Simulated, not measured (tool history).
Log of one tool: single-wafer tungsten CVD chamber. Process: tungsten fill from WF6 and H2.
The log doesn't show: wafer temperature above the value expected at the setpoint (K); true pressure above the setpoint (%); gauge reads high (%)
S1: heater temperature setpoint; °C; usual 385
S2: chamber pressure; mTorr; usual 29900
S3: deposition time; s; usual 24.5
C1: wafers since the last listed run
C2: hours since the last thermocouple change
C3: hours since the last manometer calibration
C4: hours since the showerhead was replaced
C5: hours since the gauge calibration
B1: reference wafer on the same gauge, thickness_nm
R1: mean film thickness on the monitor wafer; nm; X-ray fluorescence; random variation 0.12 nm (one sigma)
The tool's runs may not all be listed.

{"run": 1, "hour": 0.0, "S1": 385, "S2": 29900, "S3": 24.5, "C1": 0, "C2": 727.3, "C3": 1483.4, "C4": 5917.1, "C5": 456.7, "B1": 52.247, "R1": 52.561}
{"run": 2, "hour": 24.4, "S1": 385, "S2": 29900, "S3": 24.5, "C1": 457, "C2": 751.7, "C3": 1507.8, "C4": 5941.5, "C5": 481.1, "B1": 52.252, "R1": 52.575}
{"run": 3, "hour": 59.8, "S1": 385, "S2": 29900, "S3": 24.5, "C1": 663, "C2": 787.1, "C3": 1543.2, "C4": 5976.9, "C5": 516.5, "B1": 52.177, "R1": 52.544}
{"run": 4, "hour": 90.5, "S1": 385, "S2": 25300, "S3": 24.5, "C1": 575, "C2": 817.8, "C3": 1573.9, "C4": 6007.6, "C5": 547.2, "B1": 52.163, "R1": 46.761}
{"run": 5, "hour": 121.4, "S1": 385, "S2": 25300, "S3": 24.5, "C1": 579, "C2": 848.7, "C3": 1604.8, "C4": 6038.5, "C5": 578.1, "B1": 52.191, "R1": 46.668}
{"run": 6, "hour": 188.0, "S1": 385, "S2": 25300, "S3": 24.5, "C1": 1248, "C2": 915.3, "C3": 1671.4, "C4": 6105.1, "C5": 644.7, "B1": 52.189, "R1": 46.972}
{"run": 7, "hour": 241.1, "S1": 376, "S2": 29900, "S3": 24.5, "C1": 995, "C2": 968.4, "C3": 1724.5, "C4": 6158.2, "C5": 697.8, "B1": 52.234, "R1": 42.965}
{"run": 8, "hour": 312.0, "S1": 385, "S2": 29900, "S3": 24.5, "C1": 1329, "C2": 1039.3, "C3": 1795.4, "C4": 6229.1, "C5": 768.7, "B1": 52.206, "R1": 52.817}
{"run": 9, "hour": 351.3, "S1": 385, "S2": 29900, "S3": 24.5, "C1": 736, "C2": 1078.6, "C3": 1834.7, "C4": 6268.4, "C5": 808.0, "B1": 52.2, "R1": 52.665}
{"run": 10, "hour": 400.4, "S1": 385, "S2": 29900, "S3": 24.5, "C1": 920, "C2": 1127.7, "C3": 1883.8, "C4": 6317.5, "C5": 857.1, "B1": 52.21, "R1": 52.699}
{"run": 11, "hour": 435.0, "S1": 385, "S2": 29900, "S3": 24.5, "C1": 648, "C2": 1162.3, "C3": 1918.4, "C4": 6352.1, "C5": 891.7, "B1": 52.173, "R1": 52.852}
{"run": 12, "hour": 497.6, "S1": 385, "S2": 29900, "S3": 27.0, "C1": 1173, "C2": 1224.9, "C3": 1981.0, "C4": 6414.7, "C5": 954.3, "B1": 52.204, "R1": 58.234}
{"run": 13, "hour": 568.7, "S1": 385, "S2": 29900, "S3": 27.0, "C1": 1333, "C2": 1296.0, "C3": 2052.1, "C4": 6485.8, "C5": 1025.4, "B1": 52.22, "R1": 58.25}
{"run": 14, "hour": 597.3, "S1": 385, "S2": 33000, "S3": 24.5, "C1": 536, "C2": 1324.6, "C3": 2080.7, "C4": 6514.4, "C5": 1054.0, "B1": 52.191, "R1": 56.596}
{"run": 15, "hour": 648.9, "S1": 372, "S2": 36300, "S3": 21.6, "C1": 967, "C2": 1376.2, "C3": 2132.3, "C4": 6566.0, "C5": 1105.6, "B1": 52.183, "R1": 39.239}
{"hour": 693.7, "done": "showerhead replaced"}
{"hour": 708.7, "done": "capacitance manometer re-zeroed and calibrated"}
{"run": 16, "hour": 710.5, "S1": 381, "S2": 33000, "S3": 20.0, "C1": 855, "C2": 1437.8, "C3": 1.8, "C4": 16.8, "C5": 1167.2, "B1": 52.198, "R1": 42.122}
{"run": 17, "hour": 776.0, "S1": 391, "S2": 29900, "S3": 29.2, "C1": 1228, "C2": 1503.3, "C3": 67.3, "C4": 82.3, "C5": 1232.7, "B1": 52.226, "R1": 72.195}
{"run": 18, "hour": 803.7, "S1": 385, "S2": 29900, "S3": 20.0, "C1": 519, "C2": 1531.0, "C3": 95.0, "C4": 110.0, "C5": 1260.4, "B1": 52.268, "R1": 43.257}
{"run": 19, "hour": 854.5, "S1": 395, "S2": 29900, "S3": 24.5, "C1": 952, "C2": 1581.8, "C3": 145.8, "C4": 160.8, "C5": 1311.2, "B1": 52.198, "R1": 66.298}
{"run": 20, "hour": 907.6, "S1": 385, "S2": 29900, "S3": 21.5, "C1": 995, "C2": 1634.9, "C3": 198.9, "C4": 213.9, "C5": 1364.3, "B1": 52.187, "R1": 46.533}
{"run": 21, "hour": 1012.5, "S1": 385, "S2": 29900, "S3": 22.8, "C1": 1966, "C2": 1739.8, "C3": 303.8, "C4": 318.8, "C5": 1469.2, "B1": 52.195, "R1": 49.49}
{"run": 22, "hour": 1054.5, "S1": 376, "S2": 29900, "S3": 26.8, "C1": 787, "C2": 1781.8, "C3": 345.8, "C4": 360.8, "C5": 1511.2, "B1": 52.167, "R1": 47.349}
{"run": 23, "hour": 1125.2, "S1": 385, "S2": 29900, "S3": 24.5, "C1": 1325, "C2": 1852.5, "C3": 416.5, "C4": 431.5, "C5": 1581.9, "B1": 52.137, "R1": 53.626}
{"hour": 1154.0, "done": "thermocouple changed; heater temperature recalibrated"}
{"hour": 1171.8, "done": "gauge calibrated"}
{"run": 24, "hour": 1230.9, "S1": 377, "S2": 29900, "S3": 24.5, "C1": 1831, "C2": 76.9, "C3": 522.2, "C4": 537.2, "C5": 59.1, "B1": 52.196, "R1": 43.759}
{"run": 25, "hour": 1262.0, "S1": 380, "S2": 29900, "S3": 26.5, "C1": 583, "C2": 108.0, "C3": 553.3, "C4": 568.3, "C5": 90.2, "B1": 52.232, "R1": 50.661}
{"run": 26, "hour": 1317.4, "S1": 385, "S2": 29900, "S3": 26.0, "C1": 1038, "C2": 163.4, "C3": 608.7, "C4": 623.7, "C5": 145.6, "B1": 52.197, "R1": 55.414}
{"run": 27, "hour": 1465.5, "S1": 385, "S2": 29900, "S3": 24.5, "C1": 2776, "C2": 311.5, "C3": 756.8, "C4": 771.8, "C5": 293.7, "B1": 52.167, "R1": 52.462}
{"run": 28, "hour": 1499.7, "S1": 378, "S2": 34800, "S3": 22.9, "C1": 641, "C2": 345.7, "C3": 791.0, "C4": 806.0, "C5": 327.9, "B1": 52.163, "R1": 46.167}

Forecast each of these 5 alternatives for the next run:
{"run": "A", "hour": 1500.1, "S1": 385, "S2": 29900, "S3": 28.9, "C1": 7, "C2": 346.1, "C3": 791.4, "C4": 806.4, "C5": 328.3, "B1": "?", "R1": "?"}
{"run": "B", "hour": 1500.1, "S1": 378, "S2": 23300, "S3": 20.3, "C1": 7, "C2": 346.1, "C3": 791.4, "C4": 806.4, "C5": 328.3, "B1": "?", "R1": "?"}
{"run": "C", "hour": 1500.1, "S1": 390, "S2": 22700, "S3": 20.4, "C1": 7, "C2": 346.1, "C3": 791.4, "C4": 806.4, "C5": 328.3, "B1": "?", "R1": "?"}
{"run": "D", "hour": 1500.1, "S1": 393, "S2": 29900, "S3": 24.5, "C1": 7, "C2": 346.1, "C3": 791.4, "C4": 806.4, "C5": 328.3, "B1": "?", "R1": "?"}
{"run": "E", "hour": 1500.1, "S1": 385, "S2": 37200, "S3": 24.5, "C1": 7, "C2": 346.1, "C3": 791.4, "C4": 806.4, "C5": 328.3, "B1": "?", "R1": "?"}

run=A B1=52.207 R1=61.867
run=B B1=52.207 R1=30.872
run=C B1=52.207 R1=39.912
run=D B1=52.207 R1=62.513
run=E B1=52.207 R1=60.248
Without the tool's hidden state the same runs would have given:
run=A R1=61.385
run=B R1=30.622
run=C R1=39.613
run=D R1=62.050
run=E R1=59.779
